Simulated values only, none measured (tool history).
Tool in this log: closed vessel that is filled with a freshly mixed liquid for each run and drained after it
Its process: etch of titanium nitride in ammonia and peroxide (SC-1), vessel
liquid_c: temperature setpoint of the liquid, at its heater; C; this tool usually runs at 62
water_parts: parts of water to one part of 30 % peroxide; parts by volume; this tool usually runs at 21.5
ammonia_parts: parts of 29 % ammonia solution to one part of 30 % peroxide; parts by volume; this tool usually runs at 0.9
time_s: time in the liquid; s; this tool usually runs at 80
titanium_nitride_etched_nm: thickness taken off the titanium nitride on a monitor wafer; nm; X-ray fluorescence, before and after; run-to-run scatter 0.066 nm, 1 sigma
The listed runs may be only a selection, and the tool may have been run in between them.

run   hour  liquid_c  water_parts  ammonia_parts  time_s  read-back film thickness of the titanium nitride reference wafer, read on the same gauge (nm)  titanium_nitride_etched_nm
  1      0        62         24.5            0.9      80                                                                                          89.97                        5.17
  2   21.8        62           16            0.9      80                                                                                          90.01                        6.54
  3   43.8        62           25            0.9      80                                                                                          90.04                         5.1
  4   59.6        62           25            0.9      80                                                                                          89.95                        5.16
  5   91.3        62           25            0.9      80                                                                                          89.99                        5.19
  6  116.4        62         21.5            0.9      80                                                                                          89.98                        5.62
  7  142.2        62         21.5            0.9      80                                                                                          89.99                        5.52
  8  160.5        62         21.5            0.9      80                                                                                          90.05                        5.48
     195.1  -- thermometer replaced
  9  195.9        62         21.5            0.9      80                                                                                          89.93                        6.72
 10  210.6        62         21.5            0.9      50                                                                                          90.02                        4.21
 11    223        62         21.5            0.9      50                                                                                          90.01                         4.2
 12  257.4        62         21.5            0.9      50                                                                                          90.03                        4.16
     260.9  -- gauge calibrated
 13  270.2        62         21.5            0.9      30                                                                                          90.06                        2.48
 14  297.9        65         11.5            0.9      40                                                                                          90.02                        5.62
 15  329.3        62         21.5            0.9      80                                                                                          90.01                        6.64
 16  363.3      55.5         21.5            1.2      80                                                                                          90.01                        4.52
       368  -- new drum of ammonia solution connected
     383.8  -- ammonia flow meter replaced
 17  405.7      57.5         21.5           1.05      80                                                                                          89.97                        5.02
 18  427.8      66.5           31            0.9      65                                                                                          90.03                        5.87
 19  461.2        62           25           0.45      80                                                                                          90.04                        5.34
 20  496.5        62         21.5            0.9      80                                                                                          89.93                        6.45
 21  567.5        62           13           0.45      80                                                                                          89.97                        7.68
 22  590.6        62         21.5            0.9      80                                                                                          89.99                        6.54
 23  607.5      58.5           17            1.2      95                                                                                          90.05                        7.42
 24  643.2        62         21.5            0.9      80                                                                                          90.03                        6.46
 25  656.9        70         21.5            0.9     120                                                                                          90.05                       16.03
 26  671.5        62         25.5            0.9     130                                                                                          89.99                        9.49
 27  695.1      67.5         21.5            0.9      80                                                                                          90.03                        9.24
 28  729.1        62         21.5           0.65      80                                                                                          89.98                        6.01
 29  756.8        62         21.5            0.9      80                                                                                             90                        6.38

Here are 3 independent what-if runs from the current tool condition. What would each one return?
  A  757.5        62         21.5            1.1      80                                                                                              ?                           ?
  B  757.5        62         12.5            0.9      80                                                                                              ?                           ?
  C  757.5        62         16.5            0.6     115                                                                                              ?                           ?

run  read-back film thickness of the titanium nitride reference wafer, read on the same gauge (nm)  titanium_nitride_etched_nm
  A                                                                                          90.04                        6.71
  B                                                                                          90.04                        8.67
  C                                                                                          90.04                       10.02
With the hidden condition removed and each run's random variation left untouched, the same runs would have given:
run  titanium_nitride_etched_nm
  A                        6.97
  B                        9.01
  C                       10.41

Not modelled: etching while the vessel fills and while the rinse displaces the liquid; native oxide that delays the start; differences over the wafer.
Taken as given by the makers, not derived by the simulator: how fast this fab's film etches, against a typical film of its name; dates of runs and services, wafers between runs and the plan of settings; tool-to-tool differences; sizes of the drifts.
